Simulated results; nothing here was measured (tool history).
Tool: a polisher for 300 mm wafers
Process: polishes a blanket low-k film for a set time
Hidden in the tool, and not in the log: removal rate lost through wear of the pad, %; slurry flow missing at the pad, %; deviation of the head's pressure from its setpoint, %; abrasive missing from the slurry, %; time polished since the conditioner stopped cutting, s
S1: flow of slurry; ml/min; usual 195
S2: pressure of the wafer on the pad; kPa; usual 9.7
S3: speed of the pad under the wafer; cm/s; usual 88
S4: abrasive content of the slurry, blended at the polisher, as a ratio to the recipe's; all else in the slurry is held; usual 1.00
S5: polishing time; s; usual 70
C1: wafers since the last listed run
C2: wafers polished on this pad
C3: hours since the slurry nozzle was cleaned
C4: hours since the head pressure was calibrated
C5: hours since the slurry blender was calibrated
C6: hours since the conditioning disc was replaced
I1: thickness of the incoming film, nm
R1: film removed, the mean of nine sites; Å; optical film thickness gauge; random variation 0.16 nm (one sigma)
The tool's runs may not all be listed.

{"run": 1, "hour": 0.0, "S1": 195, "S2": 9.7, "S3": 88, "S4": 1.0, "S5": 70, "C1": 0, "C2": 378, "C3": 385.5, "C4": 702.4, "C5": 273.3, "C6": 477.7, "I1": 470.0, "R1": 173}
{"run": 2, "hour": 12.8, "S1": 195, "S2": 9.7, "S3": 88, "S4": 1.0, "S5": 70, "C1": 159, "C2": 537, "C3": 398.3, "C4": 715.2, "C5": 286.1, "C6": 490.5, "I1": 470.2, "R1": 173}
{"run": 3, "hour": 21.8, "S1": 195, "S2": 9.7, "S3": 72, "S4": 1.0, "S5": 70, "C1": 111, "C2": 649, "C3": 407.3, "C4": 724.2, "C5": 295.1, "C6": 499.5, "I1": 477.7, "R1": 151}
{"hour": 53.4, "done": "worn pad replaced by a new one"}
{"run": 4, "hour": 53.9, "S1": 195, "S2": 9.7, "S3": 72, "S4": 1.0, "S5": 70, "C1": 349, "C2": 6, "C3": 439.4, "C4": 756.3, "C5": 327.2, "C6": 531.6, "I1": 469.7, "R1": 152}
{"run": 5, "hour": 62.8, "S1": 195, "S2": 9.7, "S3": 72, "S4": 1.0, "S5": 70, "C1": 110, "C2": 117, "C3": 448.3, "C4": 765.2, "C5": 336.1, "C6": 540.5, "I1": 465.3, "R1": 152}
{"run": 6, "hour": 77.4, "S1": 150, "S2": 9.7, "S3": 88, "S4": 1.0, "S5": 70, "C1": 181, "C2": 298, "C3": 462.9, "C4": 779.8, "C5": 350.7, "C6": 555.1, "I1": 472.1, "R1": 164}
{"run": 7, "hour": 84.6, "S1": 195, "S2": 9.7, "S3": 88, "S4": 1.0, "S5": 70, "C1": 89, "C2": 388, "C3": 470.1, "C4": 787.0, "C5": 357.9, "C6": 562.3, "I1": 464.9, "R1": 170}
{"run": 8, "hour": 96.2, "S1": 195, "S2": 9.7, "S3": 88, "S4": 1.0, "S5": 70, "C1": 144, "C2": 532, "C3": 481.7, "C4": 798.6, "C5": 369.5, "C6": 573.9, "I1": 471.6, "R1": 172}
{"hour": 110.8, "done": "slurry blender recalibrated"}
{"hour": 116.2, "done": "conditioning disc replaced and pad reconditioned"}
{"hour": 130.4, "done": "slurry nozzle cleaned"}
{"hour": 141.8, "done": "worn pad replaced by a new one"}
{"run": 9, "hour": 142.3, "S1": 195, "S2": 9.7, "S3": 88, "S4": 1.0, "S5": 70, "C1": 461, "C2": 5, "C3": 11.9, "C4": 844.7, "C5": 31.5, "C6": 26.1, "I1": 476.3, "R1": 186}
{"run": 10, "hour": 149.9, "S1": 195, "S2": 9.7, "S3": 88, "S4": 1.0, "S5": 70, "C1": 94, "C2": 100, "C3": 19.5, "C4": 852.3, "C5": 39.1, "C6": 33.7, "I1": 469.0, "R1": 186}
{"run": 11, "hour": 159.1, "S1": 195, "S2": 9.7, "S3": 88, "S4": 1.0, "S5": 70, "C1": 114, "C2": 214, "C3": 28.7, "C4": 861.5, "C5": 48.3, "C6": 42.9, "I1": 474.2, "R1": 185}
{"run": 12, "hour": 175.9, "S1": 195, "S2": 9.7, "S3": 88, "S4": 1.0, "S5": 70, "C1": 208, "C2": 423, "C3": 45.5, "C4": 878.3, "C5": 65.1, "C6": 59.7, "I1": 471.0, "R1": 185}
{"run": 13, "hour": 186.4, "S1": 195, "S2": 9.7, "S3": 88, "S4": 1.1, "S5": 83, "C1": 130, "C2": 553, "C3": 56.0, "C4": 888.8, "C5": 75.6, "C6": 70.2, "I1": 469.9, "R1": 223}
{"run": 14, "hour": 197.1, "S1": 195, "S2": 9.7, "S3": 88, "S4": 1.0, "S5": 70, "C1": 133, "C2": 686, "C3": 66.7, "C4": 899.5, "C5": 86.3, "C6": 80.9, "I1": 476.6, "R1": 182}
{"run": 15, "hour": 213.4, "S1": 195, "S2": 9.7, "S3": 88, "S4": 1.0, "S5": 70, "C1": 202, "C2": 889, "C3": 83.0, "C4": 915.8, "C5": 102.6, "C6": 97.2, "I1": 468.0, "R1": 181}
{"hour": 223.3, "done": "worn pad replaced by a new one"}
{"run": 16, "hour": 231.2, "S1": 195, "S2": 7.6, "S3": 110, "S4": 1.0, "S5": 70, "C1": 171, "C2": 98, "C3": 100.8, "C4": 933.6, "C5": 120.4, "C6": 115.0, "I1": 467.5, "R1": 168}
{"run": 17, "hour": 248.3, "S1": 195, "S2": 9.7, "S3": 88, "S4": 1.0, "S5": 70, "C1": 212, "C2": 311, "C3": 117.9, "C4": 950.7, "C5": 137.5, "C6": 132.1, "I1": 467.2, "R1": 180}
{"run": 18, "hour": 260.6, "S1": 195, "S2": 9.7, "S3": 88, "S4": 1.0, "S5": 70, "C1": 152, "C2": 464, "C3": 130.2, "C4": 963.0, "C5": 149.8, "C6": 144.4, "I1": 470.9, "R1": 177}
{"hour": 292.5, "done": "head pressure recalibrated"}
{"run": 19, "hour": 296.4, "S1": 130, "S2": 9.7, "S3": 76, "S4": 1.0, "S5": 70, "C1": 420, "C2": 884, "C3": 166.0, "C4": 3.9, "C5": 185.6, "C6": 180.2, "I1": 460.9, "R1": 147}
{"run": 20, "hour": 307.0, "S1": 175, "S2": 7.6, "S3": 76, "S4": 0.9, "S5": 70, "C1": 131, "C2": 1016, "C3": 176.6, "C4": 14.5, "C5": 196.2, "C6": 190.8, "I1": 471.3, "R1": 117}
{"hour": 326.4, "done": "worn pad replaced by a new one"}
{"run": 21, "hour": 345.0, "S1": 195, "S2": 11.7, "S3": 88, "S4": 1.1, "S5": 70, "C1": 422, "C2": 231, "C3": 214.6, "C4": 52.5, "C5": 234.2, "C6": 228.8, "I1": 473.0, "R1": 221}
{"run": 22, "hour": 362.3, "S1": 245, "S2": 9.7, "S3": 88, "S4": 1.0, "S5": 70, "C1": 215, "C2": 446, "C3": 231.9, "C4": 69.8, "C5": 251.5, "C6": 246.1, "I1": 476.5, "R1": 180}
{"run": 23, "hour": 377.4, "S1": 215, "S2": 12.4, "S3": 102, "S4": 1.0, "S5": 56, "C1": 187, "C2": 634, "C3": 247.0, "C4": 84.9, "C5": 266.6, "C6": 261.2, "I1": 463.9, "R1": 202}
{"run": 24, "hour": 383.4, "S1": 195, "S2": 7.6, "S3": 110, "S4": 1.0, "S5": 70, "C1": 74, "C2": 708, "C3": 253.0, "C4": 90.9, "C5": 272.6, "C6": 267.2, "I1": 467.3, "R1": 159}
{"run": 25, "hour": 398.5, "S1": 245, "S2": 9.7, "S3": 88, "S4": 0.9, "S5": 70, "C1": 187, "C2": 896, "C3": 268.1, "C4": 106.0, "C5": 287.7, "C6": 282.3, "I1": 464.0, "R1": 172}
{"run": 26, "hour": 410.3, "S1": 195, "S2": 9.0, "S3": 88, "S4": 1.0, "S5": 70, "C1": 146, "C2": 1043, "C3": 279.9, "C4": 117.8, "C5": 299.5, "C6": 294.1, "I1": 476.1, "R1": 160}

The tool's hidden state at each run:
removal rate lost through wear of the pad, %: 0 in every run
slurry flow missing at the pad, %: 0 in every run
deviation of the head's pressure from its setpoint, %: 0 in every run
time polished since the conditioner stopped cutting, s: 0 in every run
H1: abrasive missing from the slurry, %
run=1 H1=20.4
run=2 H1=20.6
run=3 H1=20.8
run=4 H1=21.3
run=5 H1=21.4
run=6 H1=21.6
run=7 H1=21.6
run=8 H1=21.8
run=9 H1=7.13
run=10 H1=8.01
run=11 H1=9.01
run=12 H1=10.7
run=13 H1=11.6
run=14 H1=12.5
run=15 H1=13.7
run=16 H1=14.9
run=17 H1=15.9
run=18 H1=16.5
run=19 H1=18.1
run=20 H1=18.5
run=21 H1=19.7
run=22 H1=20.1
run=23 H1=20.5
run=24 H1=20.6
run=25 H1=20.9
run=26 H1=21.1

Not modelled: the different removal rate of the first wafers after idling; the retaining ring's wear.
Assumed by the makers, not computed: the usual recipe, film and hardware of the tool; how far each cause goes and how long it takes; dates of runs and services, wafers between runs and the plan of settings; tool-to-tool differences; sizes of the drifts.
